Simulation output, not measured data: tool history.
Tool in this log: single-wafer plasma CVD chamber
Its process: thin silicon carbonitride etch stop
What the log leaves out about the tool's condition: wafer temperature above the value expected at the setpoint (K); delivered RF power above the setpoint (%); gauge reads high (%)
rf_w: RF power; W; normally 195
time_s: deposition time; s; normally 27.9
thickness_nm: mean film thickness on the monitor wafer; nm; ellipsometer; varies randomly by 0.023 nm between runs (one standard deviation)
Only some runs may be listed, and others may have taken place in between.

| run | hour | rf_w | time_s | wafers since the last listed run | hours since the last thermocouple change | hours since the last RF generator calibration | hours since the showerhead was replaced | hours since the gauge calibration | read-back reference wafer on the same gauge, thickness_nm | thickness_nm |
|---|---|---|---|---|---|---|---|---|---|---|
| 1 | 0 | 195 | 31.6 | 0 | 1171.5 | 39.8 | 3625.6 | 347.6 | 17.306 | 17.654 |
| 2 | 52.5 | 195 | 31.6 | 1794 | 1224 | 92.3 | 3678.1 | 400.1 | 17.303 | 17.616 |
| 3 | 120.9 | 195 | 26.7 | 2338 | 1292.4 | 160.7 | 3746.5 | 468.5 | 17.29 | 14.879 |
|  | 129.4 | thermocouple changed; heater temperature recalibrated |
| 4 | 212 | 195 | 26.7 | 2840 | 82.6 | 251.8 | 3837.6 | 559.6 | 17.302 | 14.875 |
| 5 | 270.1 | 195 | 26.7 | 1986 | 140.7 | 309.9 | 3895.7 | 617.7 | 17.307 | 14.87 |
| 6 | 320.8 | 195 | 27.9 | 1733 | 191.4 | 360.6 | 3946.4 | 668.4 | 17.303 | 15.537 |
| 7 | 411.6 | 195 | 27.9 | 3103 | 282.2 | 451.4 | 4037.2 | 759.2 | 17.308 | 15.565 |
| 8 | 450.8 | 195 | 27.9 | 1340 | 321.4 | 490.6 | 4076.4 | 798.4 | 17.305 | 15.541 |
| 9 | 489.8 | 195 | 24.8 | 1333 | 360.4 | 529.6 | 4115.4 | 837.4 | 17.303 | 13.806 |
| 10 | 562.8 | 195 | 24.8 | 2495 | 433.4 | 602.6 | 4188.4 | 910.4 | 17.304 | 13.823 |
| 11 | 639.3 | 195 | 24.8 | 2615 | 509.9 | 679.1 | 4264.9 | 986.9 | 17.299 | 13.789 |
|  | 649.5 | showerhead replaced |
| 12 | 882.8 | 195 | 27.9 | 8050 | 753.4 | 922.6 | 233.3 | 1230.4 | 17.314 | 15.523 |
| 13 | 984.5 | 195 | 27.9 | 3476 | 855.1 | 1024.3 | 335 | 1332.1 | 17.287 | 15.426 |
| 14 | 1052.4 | 195 | 27.9 | 2321 | 923 | 1092.2 | 402.9 | 1400 | 17.286 | 15.469 |
| 15 | 1280.8 | 195 | 27.9 | 7807 | 1151.4 | 1320.6 | 631.3 | 1628.4 | 17.301 | 15.421 |
|  | 1314.2 | RF generator calibrated |
| 16 | 1354.1 | 155 | 24.7 | 2232 | 1224.7 | 39.9 | 704.6 | 1701.7 | 17.309 | 12.616 |
| 17 | 1410.7 | 160 | 23.8 | 1934 | 1281.3 | 96.5 | 761.2 | 1758.3 | 17.297 | 12.311 |
| 18 | 1469.8 | 195 | 27.9 | 2020 | 1340.4 | 155.6 | 820.3 | 1817.4 | 17.296 | 15.534 |
| 19 | 1527.9 | 195 | 27.9 | 1986 | 1398.5 | 213.7 | 878.4 | 1875.5 | 17.311 | 15.51 |
|  | 1547.7 | thermocouple changed; heater temperature recalibrated |
| 20 | 1627.1 | 195 | 27.9 | 3117 | 79.4 | 312.9 | 977.6 | 1974.7 | 17.31 | 15.52 |
| 21 | 1866.3 | 225 | 33.2 | 8176 | 318.6 | 552.1 | 1216.8 | 2213.9 | 17.293 | 19.411 |

Forecast run 22:
|  | 1899.4 | gauge calibrated |
| 22 | 1940.8 | 225 | 24.2 | 2546 | 393.1 | 626.6 | 1291.3 | 41.4 | ? | ? |

Logged for run 22: read-back reference wafer on the same gauge, thickness_nm 17.305, thickness_nm 14.204 nm.
Minus the tool's unlogged condition, the same run would have read thickness_nm 14.247 nm.

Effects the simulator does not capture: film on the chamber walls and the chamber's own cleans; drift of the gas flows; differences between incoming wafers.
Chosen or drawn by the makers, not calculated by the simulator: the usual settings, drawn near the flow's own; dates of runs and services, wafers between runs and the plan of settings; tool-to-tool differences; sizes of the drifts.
